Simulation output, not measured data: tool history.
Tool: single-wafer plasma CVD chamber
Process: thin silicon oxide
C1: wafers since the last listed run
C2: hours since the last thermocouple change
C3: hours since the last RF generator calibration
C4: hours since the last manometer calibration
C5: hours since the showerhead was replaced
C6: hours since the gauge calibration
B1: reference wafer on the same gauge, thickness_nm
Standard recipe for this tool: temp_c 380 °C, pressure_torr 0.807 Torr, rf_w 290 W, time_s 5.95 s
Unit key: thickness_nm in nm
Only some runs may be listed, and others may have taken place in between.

Run 1, day 0.000: usual settings; C1 0; C2 658.0; C3 1969.3; C4 2056.8; C5 2806.5; C6 233.2; B1 9.496. Result: thickness_nm 11.317 nm.
Run 2, day 1.279: usual settings; C1 1119; C2 688.7; C3 2000.0; C4 2087.5; C5 2837.2; C6 263.9; B1 9.498. Result: thickness_nm 11.315 nm.
Run 3, day 2.358: usual settings; C1 944; C2 714.6; C3 2025.9; C4 2113.4; C5 2863.1; C6 289.8; B1 9.498. Result: thickness_nm 11.335 nm.
Run 4, day 3.425: usual settings; C1 933; C2 740.2; C3 2051.5; C4 2139.0; C5 2888.7; C6 315.4; B1 9.501. Result: thickness_nm 11.289 nm.
Run 5, day 4.833: usual settings; C1 1232; C2 774.0; C3 2085.3; C4 2172.8; C5 2922.5; C6 349.2; B1 9.506. Result: thickness_nm 11.308 nm.
Run 6, day 6.188: usual settings but temp_c 372 °C, time_s 5.07 s; C1 1185; C2 806.5; C3 2117.8; C4 2205.3; C5 2955.0; C6 381.7; B1 9.501. Result: thickness_nm 9.661 nm.
Run 7, day 6.692: usual settings but temp_c 372 °C, time_s 5.07 s; C1 441; C2 818.6; C3 2129.9; C4 2217.4; C5 2967.1; C6 393.8; B1 9.502. Result: thickness_nm 9.723 nm.
Run 8, day 7.362: usual settings; C1 587; C2 834.7; C3 2146.0; C4 2233.5; C5 2983.2; C6 409.9; B1 9.504. Result: thickness_nm 11.346 nm.
Run 9, day 8.433: usual settings but time_s 5.34 s; C1 937; C2 860.4; C3 2171.7; C4 2259.2; C5 3008.9; C6 435.6; B1 9.502. Result: thickness_nm 10.132 nm.
Run 10, day 9.421: usual settings but temp_c 375 °C, time_s 6.85 s; C1 864; C2 884.1; C3 2195.4; C4 2282.9; C5 3032.6; C6 459.3; B1 9.496. Result: thickness_nm 13.072 nm.
Run 11, day 10.658: usual settings; C1 1083; C2 913.8; C3 2225.1; C4 2312.6; C5 3062.3; C6 489.0; B1 9.503. Result: thickness_nm 11.350 nm.
Run 12, day 11.392: usual settings but rf_w 245 W; C1 641; C2 931.4; C3 2242.7; C4 2330.2; C5 3079.9; C6 506.6; B1 9.492. Result: thickness_nm 10.291 nm.
Run 13, day 12.029: usual settings but rf_w 245 W; C1 557; C2 946.7; C3 2258.0; C4 2345.5; C5 3095.2; C6 521.9; B1 9.501. Result: thickness_nm 10.317 nm.
Run 14, day 13.512: usual settings but temp_c 376 °C; C1 1298; C2 982.3; C3 2293.6; C4 2381.1; C5 3130.8; C6 557.5; B1 9.504. Result: thickness_nm 11.345 nm.
At day 13.779: gauge calibrated.
At day 15.529: thermocouple changed; heater temperature recalibrated.
Run 15, day 15.696: usual settings but temp_c 366 °C, pressure_torr 0.694 Torr; C1 1619; C2 4.0; C3 2346.0; C4 2433.5; C5 3183.2; C6 46.0; B1 9.505. Result: thickness_nm 9.895 nm.
At day 16.079: showerhead replaced.
At day 16.850: RF generator calibrated.
At day 17.542: capacitance manometer re-zeroed and calibrated.
Run 16, day 18.033: usual settings; C1 1170; C2 60.1; C3 28.4; C4 11.8; C5 46.9; C6 102.1; B1 9.505. Result: thickness_nm 11.094 nm.
Run 17, day 19.067: usual settings but pressure_torr 0.677 Torr, rf_w 245 W; C1 904; C2 84.9; C3 53.2; C4 36.6; C5 71.7; C6 126.9; B1 9.499. Result: thickness_nm 8.465 nm.
Run 18, day 20.354: usual settings but temp_c 373 °C; C1 1126; C2 115.8; C3 84.1; C4 67.5; C5 102.6; C6 157.8; B1 9.497. Result: thickness_nm 11.150 nm.
Run 19, day 21.325: usual settings but temp_c 367 °C, pressure_torr 0.888 Torr, rf_w 320 W; C1 849; C2 139.1; C3 107.4; C4 90.8; C5 125.9; C6 181.1; B1 9.498. Result: thickness_nm 12.874 nm.
Run 20, day 23.779: usual settings but temp_c 389 °C, rf_w 240 W; C1 2148; C2 198.0; C3 166.3; C4 149.7; C5 184.8; C6 240.0; B1 9.501. Result: thickness_nm 9.986 nm.
Run 21, day 24.375: usual settings but rf_w 265 W; C1 521; C2 212.3; C3 180.6; C4 164.0; C5 199.1; C6 254.3; B1 9.500. Result: thickness_nm 10.647 nm.
Run 22, day 25.196: usual settings but pressure_torr 0.711 Torr; C1 718; C2 232.0; C3 200.3; C4 183.7; C5 218.8; C6 274.0; B1 9.495. Result: thickness_nm 9.789 nm.
Run 23, day 26.246: usual settings but pressure_torr 0.678 Torr; C1 919; C2 257.2; C3 225.5; C4 208.9; C5 244.0; C6 299.2; B1 9.504. Result: thickness_nm 9.315 nm.
Run 24, day 27.442: usual settings but temp_c 373 °C, rf_w 275 W, time_s 6.98 s; C1 1046; C2 285.9; C3 254.2; C4 237.6; C5 272.7; C6 327.9; B1 9.498. Result: thickness_nm 12.787 nm.
Run 25, day 28.421: usual settings; C1 857; C2 309.4; C3 277.7; C4 261.1; C5 296.2; C6 351.4; B1 9.504. Result: thickness_nm 11.158 nm.
Run 26, day 28.988: usual settings but temp_c 371 °C, pressure_torr 0.634 Torr, rf_w 240 W; C1 495; C2 323.0; C3 291.3; C4 274.7; C5 309.8; C6 365.0; B1 9.497. Result: thickness_nm 7.819 nm.
Run 27, day 30.088: usual settings but pressure_torr 0.636 Torr, rf_w 345 W, time_s 5.08 s; C1 962; C2 349.4; C3 317.7; C4 301.1; C5 336.2; C6 391.4; B1 9.510. Result: thickness_nm 8.030 nm.
Run 28, day 30.675: usual settings; C1 514; C2 363.5; C3 331.8; C4 315.2; C5 350.3; C6 405.5; B1 9.497. Result: thickness_nm 11.154 nm.
Run 29, day 31.812: usual settings but temp_c 366 °C, pressure_torr 0.955 Torr, rf_w 325 W, time_s 5.31 s; C1 995; C2 390.8; C3 359.1; C4 342.5; C5 377.6; C6 432.8; B1 9.510. Result: thickness_nm 12.357 nm.

Below, some changes in thickness_nm between adjacent runs. For each, the amount present without the hidden state too (settings, incoming material, random variation) and the amount remaining for the hidden state with gauge scatter not shared by both compared results:
Hidden conditions of the tool in this case: wafer temperature above the value expected at the setpoint (K); delivered RF power above the setpoint (%); true pressure above the setpoint (%); gauge reads high (%).
Run 14 -> 15: temp_c 376 -> 366, pressure_torr 0.807 -> 0.694, gauge calibrated, thermocouple changed; heater temperature recalibrated. thickness_nm -1.450 nm: hidden state +0.085, all else -1.535.
Run 15 -> 16: temp_c 366 -> 380, pressure_torr 0.694 -> 0.807, showerhead replaced, RF generator calibrated, capacitance manometer re-zeroed and calibrated. thickness_nm +1.199 nm: hidden state -0.266, all else +1.465.
Run 23 -> 24: temp_c 380 -> 373, pressure_torr 0.678 -> 0.807, rf_w 290 -> 275, time_s 5.95 -> 6.98. thickness_nm +3.472 nm: hidden state +0.032, all else +3.440.
Run 25 -> 26: temp_c 380 -> 371, pressure_torr 0.807 -> 0.634, rf_w 290 -> 240. thickness_nm -3.339 nm: hidden state -0.025, all else -3.314.

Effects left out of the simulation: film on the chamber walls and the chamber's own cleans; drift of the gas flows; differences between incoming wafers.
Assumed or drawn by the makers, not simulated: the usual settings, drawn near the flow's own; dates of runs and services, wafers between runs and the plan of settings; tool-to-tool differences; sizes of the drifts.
